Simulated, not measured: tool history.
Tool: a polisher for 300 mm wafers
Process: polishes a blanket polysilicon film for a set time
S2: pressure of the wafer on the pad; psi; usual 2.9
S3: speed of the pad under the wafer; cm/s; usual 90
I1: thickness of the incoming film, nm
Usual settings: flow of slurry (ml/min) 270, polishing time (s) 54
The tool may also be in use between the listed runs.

Run 1, hour 0.0: usual settings but polishing time (s) 46; I1 2310.2. Result: film removed (nm) 404.3.
At hour 81.6: slurry nozzle cleaned.
At hour 143.2: worn pad replaced by a new one.
Run 2, hour 166.6: usual settings but polishing time (s) 46; I1 2306.8. Result: film removed (nm) 406.0.
Run 3, hour 199.9: usual settings but polishing time (s) 46; I1 2340.0. Result: film removed (nm) 401.1.
Run 4, hour 233.0: usual settings; I1 2301.9. Result: film removed (nm) 475.8.
Run 5, hour 281.9: usual settings; I1 2266.5. Result: film removed (nm) 474.3.
Run 6, hour 332.9: usual settings; I1 2344.6. Result: film removed (nm) 482.5.
Run 7, hour 366.3: usual settings but S2 2.5 psi; I1 2286.1. Result: film removed (nm) 417.5.
Run 8, hour 399.8: usual settings but S2 2.5 psi; I1 2312.5. Result: film removed (nm) 416.3.
Run 9, hour 445.7: usual settings; I1 2311.8. Result: film removed (nm) 489.0.
Run 10, hour 496.3: usual settings; I1 2347.2. Result: film removed (nm) 483.2.
At hour 513.2: head pressure recalibrated.
At hour 514.7: worn pad replaced by a new one.
Run 11, hour 558.0: usual settings; I1 2322.3. Result: film removed (nm) 475.4.
Run 12, hour 602.4: usual settings; I1 2322.0. Result: film removed (nm) 466.3.
Run 13, hour 638.9: usual settings; I1 2274.4. Result: film removed (nm) 460.8.
Run 14, hour 664.2: usual settings; I1 2289.9. Result: film removed (nm) 467.7.
Run 15, hour 713.1: usual settings; I1 2309.5. Result: film removed (nm) 467.4.
At hour 736.2: slurry nozzle cleaned.
Run 16, hour 775.1: usual settings; I1 2321.2. Result: film removed (nm) 480.1.
Run 17, hour 829.5: usual settings; I1 2322.4. Result: film removed (nm) 475.9.
At hour 859.4: worn pad replaced by a new one.
Run 18, hour 886.5: usual settings but S3 108 cm/s, polishing time (s) 62; I1 2303.3. Result: film removed (nm) 606.5.
Run 19, hour 1053.6: usual settings but S3 66 cm/s, polishing time (s) 48; I1 2328.0. Result: film removed (nm) 355.4.
Run 20, hour 1114.5: usual settings but flow of slurry (ml/min) 235, S2 2.2 psi; I1 2308.8. Result: film removed (nm) 361.9.
At hour 1157.8: worn pad replaced by a new one.
Run 21, hour 1161.2: usual settings but flow of slurry (ml/min) 345, S2 2.5 psi, S3 80 cm/s, polishing time (s) 46; I1 2286.8. Result: film removed (nm) 340.7.
At hour 1186.7: head pressure recalibrated.
Run 22, hour 1188.2: usual settings but flow of slurry (ml/min) 235, S2 3.4 psi, S3 66 cm/s; I1 2318.8. Result: film removed (nm) 454.4.
Run 23, hour 1222.1: usual settings; I1 2293.2. Result: film removed (nm) 471.6.
Run 24, hour 1266.6: usual settings but S3 68 cm/s, polishing time (s) 45; I1 2316.2. Result: film removed (nm) 333.3.
Run 25, hour 1314.6: usual settings; I1 2308.7. Result: film removed (nm) 471.7.
Run 26, hour 1369.4: usual settings but polishing time (s) 64; I1 2270.6. Result: film removed (nm) 555.2.
At hour 1398.3: slurry nozzle cleaned.
Run 27, hour 1401.1: usual settings but S2 3.5 psi, S3 108 cm/s; I1 2269.9. Result: film removed (nm) 632.3.
Run 28, hour 1452.8: usual settings but flow of slurry (ml/min) 305; I1 2334.5. Result: film removed (nm) 473.0.
At hour 1468.9: worn pad replaced by a new one.
Run 29, hour 1485.7: usual settings but polishing time (s) 46; I1 2309.5. Result: film removed (nm) 401.4.
Run 30, hour 1548.3: usual settings; I1 2301.4. Result: film removed (nm) 484.5.
Run 31, hour 1591.8: usual settings; I1 2292.4. Result: film removed (nm) 477.6.
Run 32, hour 1657.5: usual settings; I1 2309.3. Result: film removed (nm) 486.2.
Run 33, hour 1693.7: usual settings but polishing time (s) 39; I1 2286.0. Result: film removed (nm) 348.9.

3 ways to go on from here, each from the tool as it stands after run 33. What would each give?
Run A, hour 1694.1: usual settings; I1 2302.9. Result: film removed (nm) ?.
Run B, hour 1694.1: usual settings but flow of slurry (ml/min) 365, S2 1.9 psi; I1 2302.9. Result: film removed (nm) ?.
Run C, hour 1694.1: usual settings but S2 2.4 psi, S3 78 cm/s; I1 2302.9. Result: film removed (nm) ?.

run  film removed (nm)
  A              479.2
  B              321.7
  C              364.8
Without the tool's hidden state the same runs would have given:
run  film removed (nm)
  A              467.5
  B              313.9
  C              356.0

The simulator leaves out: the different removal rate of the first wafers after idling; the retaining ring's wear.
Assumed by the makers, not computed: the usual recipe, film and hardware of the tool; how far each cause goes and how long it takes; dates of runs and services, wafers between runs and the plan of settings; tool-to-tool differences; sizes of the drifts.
